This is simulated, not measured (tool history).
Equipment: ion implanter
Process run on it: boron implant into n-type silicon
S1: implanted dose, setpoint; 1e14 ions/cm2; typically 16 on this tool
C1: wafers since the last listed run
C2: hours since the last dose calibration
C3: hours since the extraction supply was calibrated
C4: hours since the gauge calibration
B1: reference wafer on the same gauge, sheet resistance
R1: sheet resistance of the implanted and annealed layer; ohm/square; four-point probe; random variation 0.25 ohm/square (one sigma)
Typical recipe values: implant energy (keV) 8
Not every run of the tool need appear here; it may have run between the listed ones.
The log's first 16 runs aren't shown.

run 17 hour=1228.5 | S1=14.6 implant_energy_(keV)=8 | C1=1607 C2=887.7 C3=3334 C4=1875.6 | B1=91.02 | R1=112.68
run 18 hour=1287 | S1=16 implant_energy_(keV)=10 | C1=1181 C2=946.2 C3=3392.5 C4=1934.1 | B1=90.97 | R1=99.97
run 19 hour=1326.8 | S1=19.57 implant_energy_(keV)=10 | C1=803 C2=986 C3=3432.3 C4=1973.9 | B1=91.01 | R1=94.17
-- hour=1367.3 extraction supply calibrated
run 20 hour=1379.6 | S1=17.97 implant_energy_(keV)=9 | C1=904 C2=1038.8 C3=12.3 C4=2026.7 | B1=91.04 | R1=102.47
run 21 hour=1474.5 | S1=18.96 implant_energy_(keV)=6.5 | C1=1916 C2=1133.7 C3=107.2 C4=2121.6 | B1=90.96 | R1=118.96
run 22 hour=1542.7 | S1=16 implant_energy_(keV)=8 | C1=1377 C2=1201.9 C3=175.4 C4=2189.8 | B1=91.03 | R1=110.82
run 23 hour=1624.5 | S1=18.07 implant_energy_(keV)=6.5 | C1=1651 C2=1283.7 C3=257.2 C4=2271.6 | B1=91.01 | R1=119.4
-- hour=1644.3 Faraday cup replaced and dose calibrated
run 24 hour=1718.1 | S1=12.64 implant_energy_(keV)=8 | C1=1728 C2=73.8 C3=350.8 C4=2365.2 | B1=91 | R1=121.49
-- hour=1749.7 gauge calibrated
run 25 hour=1796.2 | S1=18.55 implant_energy_(keV)=6 | C1=1576 C2=151.9 C3=428.9 C4=46.5 | B1=91.01 | R1=123.74
run 26 hour=1897.6 | S1=17.79 implant_energy_(keV)=6.5 | C1=2047 C2=253.3 C3=530.3 C4=147.9 | B1=91.01 | R1=119.93
run 27 hour=1977.9 | S1=16 implant_energy_(keV)=8 | C1=1621 C2=333.6 C3=610.6 C4=228.2 | B1=91.03 | R1=111.3
run 28 hour=2023.8 | S1=16 implant_energy_(keV)=10.5 | C1=926 C2=379.5 C3=656.5 C4=274.1 | B1=90.99 | R1=99.46
run 29 hour=2096.7 | S1=16 implant_energy_(keV)=8 | C1=1471 C2=452.4 C3=729.4 C4=347 | B1=91 | R1=111.34
run 30 hour=2154.7 | S1=16 implant_energy_(keV)=8 | C1=1171 C2=510.4 C3=787.4 C4=405 | B1=90.99 | R1=110.82
run 31 hour=2229.1 | S1=16 implant_energy_(keV)=10.5 | C1=1502 C2=584.8 C3=861.8 C4=479.4 | B1=91.01 | R1=99.12
run 32 hour=2291.3 | S1=17.78 implant_energy_(keV)=8 | C1=1255 C2=647 C3=924 C4=541.6 | B1=90.97 | R1=108.26
run 33 hour=2397.5 | S1=12.21 implant_energy_(keV)=6.5 | C1=2144 C2=753.2 C3=1030.2 C4=647.8 | B1=91 | R1=129.37

Each row is a separate what-if for the run after 33, all from the same tool condition, not one after another. Results?
run A hour=2397.9 | S1=16 implant_energy_(keV)=7 | C1=8 C2=753.6 C3=1030.6 C4=648.2 | B1=? | R1=?
run B hour=2397.9 | S1=20.59 implant_energy_(keV)=5.5 | C1=8 C2=753.6 C3=1030.6 C4=648.2 | B1=? | R1=?
run C hour=2397.9 | S1=14.8 implant_energy_(keV)=5.5 | C1=8 C2=753.6 C3=1030.6 C4=648.2 | B1=? | R1=?
run D hour=2397.9 | S1=12.2 implant_energy_(keV)=10 | C1=8 C2=753.6 C3=1030.6 C4=648.2 | B1=? | R1=?

run=A B1=90.94 R1=117.33
run=B B1=90.94 R1=126.85
run=C B1=90.94 R1=132.1
run=D B1=90.94 R1=112.73
Without the tool's hidden state the same runs would have given:
run=A R1=119.31
run=B R1=128.49
run=C R1=134.18
run=D R1=115.39

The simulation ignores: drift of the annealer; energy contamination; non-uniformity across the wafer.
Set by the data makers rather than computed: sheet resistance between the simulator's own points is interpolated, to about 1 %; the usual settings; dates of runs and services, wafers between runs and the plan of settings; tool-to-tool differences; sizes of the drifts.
